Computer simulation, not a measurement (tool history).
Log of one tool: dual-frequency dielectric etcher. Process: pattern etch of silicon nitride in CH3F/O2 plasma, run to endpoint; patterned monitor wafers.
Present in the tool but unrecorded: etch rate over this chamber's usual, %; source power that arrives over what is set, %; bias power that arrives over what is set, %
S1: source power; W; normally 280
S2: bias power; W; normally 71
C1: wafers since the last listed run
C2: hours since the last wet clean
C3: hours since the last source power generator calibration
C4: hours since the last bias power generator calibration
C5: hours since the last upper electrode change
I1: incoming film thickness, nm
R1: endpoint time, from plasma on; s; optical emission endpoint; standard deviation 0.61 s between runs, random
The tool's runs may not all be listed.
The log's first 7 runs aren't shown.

{"hour": 104.9, "done": "wet clean of the chamber"}
{"run": 8, "hour": 105.4, "S1": 240, "S2": 58, "C1": 127, "C2": 0.5, "C3": 2621.1, "C4": 1609.0, "C5": 4422.3, "I1": 72.0, "R1": 106.3}
{"run": 9, "hour": 105.8, "S1": 240, "S2": 58, "C1": 4, "C2": 0.9, "C3": 2621.5, "C4": 1609.4, "C5": 4422.7, "I1": 72.5, "R1": 105.2}
{"run": 10, "hour": 109.0, "S1": 280, "S2": 67, "C1": 33, "C2": 4.1, "C3": 2624.7, "C4": 1612.6, "C5": 4425.9, "I1": 71.5, "R1": 94.2}
{"run": 11, "hour": 119.8, "S1": 280, "S2": 71, "C1": 111, "C2": 14.9, "C3": 2635.5, "C4": 1623.4, "C5": 4436.7, "I1": 72.2, "R1": 94.6}
{"run": 12, "hour": 134.9, "S1": 280, "S2": 56, "C1": 156, "C2": 30.0, "C3": 2650.6, "C4": 1638.5, "C5": 4451.8, "I1": 72.3, "R1": 100.8}
{"run": 13, "hour": 146.2, "S1": 280, "S2": 58, "C1": 116, "C2": 41.3, "C3": 2661.9, "C4": 1649.8, "C5": 4463.1, "I1": 72.8, "R1": 100.6}
{"hour": 153.2, "done": "source power generator calibrated"}
{"hour": 170.7, "done": "upper electrode replaced"}
{"run": 14, "hour": 171.2, "S1": 240, "S2": 71, "C1": 36, "C2": 66.3, "C3": 18.0, "C4": 1674.8, "C5": 0.5, "I1": 71.5, "R1": 99.2}
{"run": 15, "hour": 175.1, "S1": 320, "S2": 88, "C1": 40, "C2": 70.2, "C3": 21.9, "C4": 1678.7, "C5": 4.4, "I1": 72.5, "R1": 86.6}
{"run": 16, "hour": 189.0, "S1": 280, "S2": 71, "C1": 143, "C2": 84.1, "C3": 35.8, "C4": 1692.6, "C5": 18.3, "I1": 71.9, "R1": 94.1}
{"hour": 197.5, "done": "bias power generator calibrated"}
{"run": 17, "hour": 198.7, "S1": 320, "S2": 71, "C1": 58, "C2": 93.8, "C3": 45.5, "C4": 1.2, "C5": 28.0, "I1": 71.9, "R1": 90.2}
{"run": 18, "hour": 213.8, "S1": 260, "S2": 54, "C1": 156, "C2": 108.9, "C3": 60.6, "C4": 16.3, "C5": 43.1, "I1": 71.7, "R1": 103.3}
{"run": 19, "hour": 221.8, "S1": 280, "S2": 84, "C1": 82, "C2": 116.9, "C3": 68.6, "C4": 24.3, "C5": 51.1, "I1": 71.8, "R1": 90.5}
{"run": 20, "hour": 232.4, "S1": 280, "S2": 71, "C1": 109, "C2": 127.5, "C3": 79.2, "C4": 34.9, "C5": 61.7, "I1": 72.1, "R1": 93.2}
{"run": 21, "hour": 239.2, "S1": 310, "S2": 71, "C1": 70, "C2": 134.3, "C3": 86.0, "C4": 41.7, "C5": 68.5, "I1": 72.1, "R1": 90.8}
{"run": 22, "hour": 273.7, "S1": 280, "S2": 66, "C1": 356, "C2": 168.8, "C3": 120.5, "C4": 76.2, "C5": 103.0, "I1": 71.7, "R1": 95.7}
{"run": 23, "hour": 282.5, "S1": 280, "S2": 88, "C1": 91, "C2": 177.6, "C3": 129.3, "C4": 85.0, "C5": 111.8, "I1": 72.1, "R1": 89.2}
{"run": 24, "hour": 297.2, "S1": 260, "S2": 82, "C1": 152, "C2": 192.3, "C3": 144.0, "C4": 99.7, "C5": 126.5, "I1": 72.9, "R1": 95.0}
{"run": 25, "hour": 312.5, "S1": 260, "S2": 84, "C1": 158, "C2": 207.6, "C3": 159.3, "C4": 115.0, "C5": 141.8, "I1": 71.3, "R1": 91.5}
{"run": 26, "hour": 330.1, "S1": 340, "S2": 71, "C1": 182, "C2": 225.2, "C3": 176.9, "C4": 132.6, "C5": 159.4, "I1": 71.9, "R1": 88.3}
{"run": 27, "hour": 366.7, "S1": 280, "S2": 71, "C1": 378, "C2": 261.8, "C3": 213.5, "C4": 169.2, "C5": 196.0, "I1": 72.8, "R1": 95.8}

Predict the results of run 28:
{"run": 28, "hour": 381.3, "S1": 210, "S2": 62, "C1": 151, "C2": 276.4, "C3": 228.1, "C4": 183.8, "C5": 210.6, "I1": 71.6, "R1": "?"}

{"run 28": {"R1": 108.4}}
Had the tool carried no hidden state, the very same run would have given R1 108.4 s.
